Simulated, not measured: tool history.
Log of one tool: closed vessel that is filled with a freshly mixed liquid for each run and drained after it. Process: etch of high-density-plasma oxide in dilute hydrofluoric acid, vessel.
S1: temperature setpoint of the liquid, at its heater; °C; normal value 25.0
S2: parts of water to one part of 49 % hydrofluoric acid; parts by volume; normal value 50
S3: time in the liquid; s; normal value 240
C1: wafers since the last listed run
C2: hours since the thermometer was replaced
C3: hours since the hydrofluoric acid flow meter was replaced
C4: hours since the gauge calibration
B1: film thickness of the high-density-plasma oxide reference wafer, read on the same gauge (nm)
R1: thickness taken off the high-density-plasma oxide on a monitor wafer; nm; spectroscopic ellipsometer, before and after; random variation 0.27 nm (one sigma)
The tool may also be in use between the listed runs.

run,hour,S1,S2,S3,C1,C2,C3,C4,B1,R1
1,0.0,25.0,50,240,0,2051.1,2045.0,218.1,140.01,29.50
2,12.0,25.0,50,240,893,2063.1,2057.0,230.1,139.98,29.34
3,24.0,25.0,50,240,893,2075.1,2069.0,242.1,139.98,29.60
4,36.8,25.0,50,240,953,2087.9,2081.8,254.9,139.98,29.19
# hour 44.3: thermometer replaced
5,74.8,25.0,60,240,2755,30.5,2119.8,292.9,140.01,24.68
6,84.2,25.0,50,240,700,39.9,2129.2,302.3,140.01,30.06
7,98.9,25.0,50,240,1094,54.6,2143.9,317.0,139.99,29.37
8,110.6,25.0,50,240,871,66.3,2155.6,328.7,139.97,29.95
9,121.8,25.0,50,240,834,77.5,2166.8,339.9,140.02,29.68
10,132.6,25.0,50,240,804,88.3,2177.6,350.7,140.01,29.21
11,143.8,25.0,50,240,834,99.5,2188.8,361.9,139.98,29.78
12,160.5,25.0,55,240,1243,116.2,2205.5,378.6,139.97,26.65
13,177.5,28.0,40,345,1266,133.2,2222.5,395.6,140.02,61.11
14,194.9,25.0,40,240,1296,150.6,2239.9,413.0,139.98,37.64
15,208.3,26.5,25,240,998,164.0,2253.3,426.4,140.01,65.01
16,215.9,22.5,35,190,566,171.6,2260.9,434.0,139.99,30.65
17,224.5,23.0,30,240,640,180.2,2269.5,442.6,139.98,47.61
18,235.0,25.0,55,125,782,190.7,2280.0,453.1,140.01,13.91
# hour 254.3: hydrofluoric acid flow meter replaced
# hour 261.4: gauge calibrated
19,264.4,25.0,50,240,2115,220.1,10.1,3.0,140.03,29.37
20,278.8,27.0,50,240,1072,234.5,24.5,17.4,140.00,32.40
21,293.6,29.0,35,310,1102,249.3,39.3,32.2,140.00,64.60
22,305.5,25.0,50,160,886,261.2,51.2,44.1,140.03,19.78
23,315.4,28.0,35,385,737,271.1,61.1,54.0,139.99,78.77
24,332.9,25.0,70,150,1303,288.6,78.6,71.5,140.02,12.92
25,340.8,22.0,50,325,588,296.5,86.5,79.4,140.02,35.07
26,350.8,22.5,35,140,744,306.5,96.5,89.4,140.01,22.41
27,361.0,27.5,55,240,759,316.7,106.7,99.6,140.00,29.51
28,368.1,22.5,35,190,528,323.8,113.8,106.7,140.01,30.37
29,380.5,25.0,50,240,923,336.2,126.2,119.1,140.01,29.64
30,391.6,25.0,50,240,826,347.3,137.3,130.2,140.00,29.47
31,408.9,23.5,70,240,1288,364.6,154.6,147.5,140.01,19.46

Across each entry between runs, compare the hidden state at the last listed run before it with the hidden state at the first listed run after it:
Run 4 -> run 5: thermometer replaced (hour 44.3)
  both runs share identical hidden conditions
Run 18 -> run 19: hydrofluoric acid flow meter replaced (hour 254.3); gauge calibrated (hour 261.4)
  both runs share identical hidden conditions

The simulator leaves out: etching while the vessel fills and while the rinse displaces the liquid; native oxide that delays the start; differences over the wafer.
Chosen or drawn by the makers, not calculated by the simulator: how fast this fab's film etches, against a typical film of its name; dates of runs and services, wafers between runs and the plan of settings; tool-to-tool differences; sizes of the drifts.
